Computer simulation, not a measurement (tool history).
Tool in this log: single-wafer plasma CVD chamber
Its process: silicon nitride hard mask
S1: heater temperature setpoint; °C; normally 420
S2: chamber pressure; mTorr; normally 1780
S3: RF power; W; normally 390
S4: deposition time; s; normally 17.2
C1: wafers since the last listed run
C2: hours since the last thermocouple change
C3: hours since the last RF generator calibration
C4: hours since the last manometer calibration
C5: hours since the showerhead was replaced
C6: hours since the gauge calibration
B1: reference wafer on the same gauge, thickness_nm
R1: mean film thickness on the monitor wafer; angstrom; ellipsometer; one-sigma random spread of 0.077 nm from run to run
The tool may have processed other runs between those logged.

run,hour,S1,S2,S3,S4,C1,C2,C3,C4,C5,C6,B1,R1
1,0.0,420,1780,450,17.2,0,780.3,1642.4,1626.0,2499.6,181.1,19.593,251.41
2,59.6,420,1780,450,17.2,2228,839.9,1702.0,1685.6,2559.2,240.7,19.617,250.07
3,97.8,420,1780,450,17.2,1428,878.1,1740.2,1723.8,2597.4,278.9,19.592,249.20
4,146.6,420,1780,390,17.2,1824,926.9,1789.0,1772.6,2646.2,327.7,19.584,223.23
5,202.4,410,1780,390,17.2,2086,982.7,1844.8,1828.4,2702.0,383.5,19.594,224.27
6,260.9,410,1780,390,17.2,2187,1041.2,1903.3,1886.9,2760.5,442.0,19.603,222.85
7,290.0,410,1780,390,17.2,1088,1070.3,1932.4,1916.0,2789.6,471.1,19.582,222.21
8,348.2,420,1890,445,17.2,2176,1128.5,1990.6,1974.2,2847.8,529.3,19.600,251.51
# hour 377.7: thermocouple changed; heater temperature recalibrated
9,381.3,420,1890,445,17.2,938,3.6,2023.7,2007.3,2880.9,562.4,19.600,250.89
10,440.5,420,1890,445,17.2,2213,62.8,2082.9,2066.5,2940.1,621.6,19.577,250.50
# hour 472.7: showerhead replaced
# hour 506.3: capacitance manometer re-zeroed and calibrated
11,506.8,420,1780,390,17.2,1880,129.1,2149.2,0.5,34.1,687.9,19.619,225.39
12,535.4,420,1780,390,17.2,1069,157.7,2177.8,29.1,62.7,716.5,19.620,225.41
13,597.3,420,1780,390,17.2,2314,219.6,2239.7,91.0,124.6,778.4,19.600,225.69
14,634.0,424,2170,355,14.2,1372,256.3,2276.4,127.7,161.3,815.1,19.592,184.31
15,703.2,420,1780,390,15.4,2587,325.5,2345.6,196.9,230.5,884.3,19.586,201.39
16,733.3,420,1780,390,15.5,1125,355.6,2375.7,227.0,260.6,914.4,19.618,202.86
# hour 770.8: RF generator calibrated
17,804.9,420,1780,465,17.2,2378,427.2,34.1,298.6,332.2,986.0,19.586,267.31
18,829.3,420,1780,450,17.2,912,451.6,58.5,323.0,356.6,1010.4,19.620,261.02
# hour 839.1: gauge calibrated
19,871.4,406,1780,335,19.4,1574,493.7,100.6,365.1,398.7,32.3,19.643,232.74
20,908.1,410,1780,390,17.2,1372,530.4,137.3,401.8,435.4,69.0,19.596,235.07
21,942.0,420,1640,345,17.2,1267,564.3,171.2,435.7,469.3,102.9,19.614,203.80
22,977.7,416,1780,390,17.2,1334,600.0,206.9,471.4,505.0,138.6,19.610,231.77
23,1022.7,420,2070,420,17.2,1682,645.0,251.9,516.4,550.0,183.6,19.596,258.42
24,1060.3,420,1780,335,19.0,1405,682.6,289.5,554.0,587.6,221.2,19.578,225.29
25,1125.3,420,1780,390,17.2,2430,747.6,354.5,619.0,652.6,286.2,19.585,230.17
26,1167.0,424,1530,350,18.7,1559,789.3,396.2,660.7,694.3,327.9,19.598,215.04
27,1214.7,429,1780,390,17.2,1783,837.0,443.9,708.4,742.0,375.6,19.586,230.13

4 ways to go on from here, each from the tool as it stands after run 27. What would each give?
A,1215.1,420,1780,390,17.2,14,837.4,444.3,708.8,742.4,376.0,?,?
B,1215.1,424,1780,390,17.2,14,837.4,444.3,708.8,742.4,376.0,?,?
C,1215.1,434,1460,390,17.2,14,837.4,444.3,708.8,742.4,376.0,?,?
D,1215.1,412,2210,420,17.2,14,837.4,444.3,708.8,742.4,376.0,?,?

run,B1,R1
A,19.584,229.41
B,19.584,229.05
C,19.584,210.73
D,19.584,262.39
Without the tool's unlogged condition, the same runs would have read:
run,R1
A,237.17
B,236.79
C,217.95
D,270.60
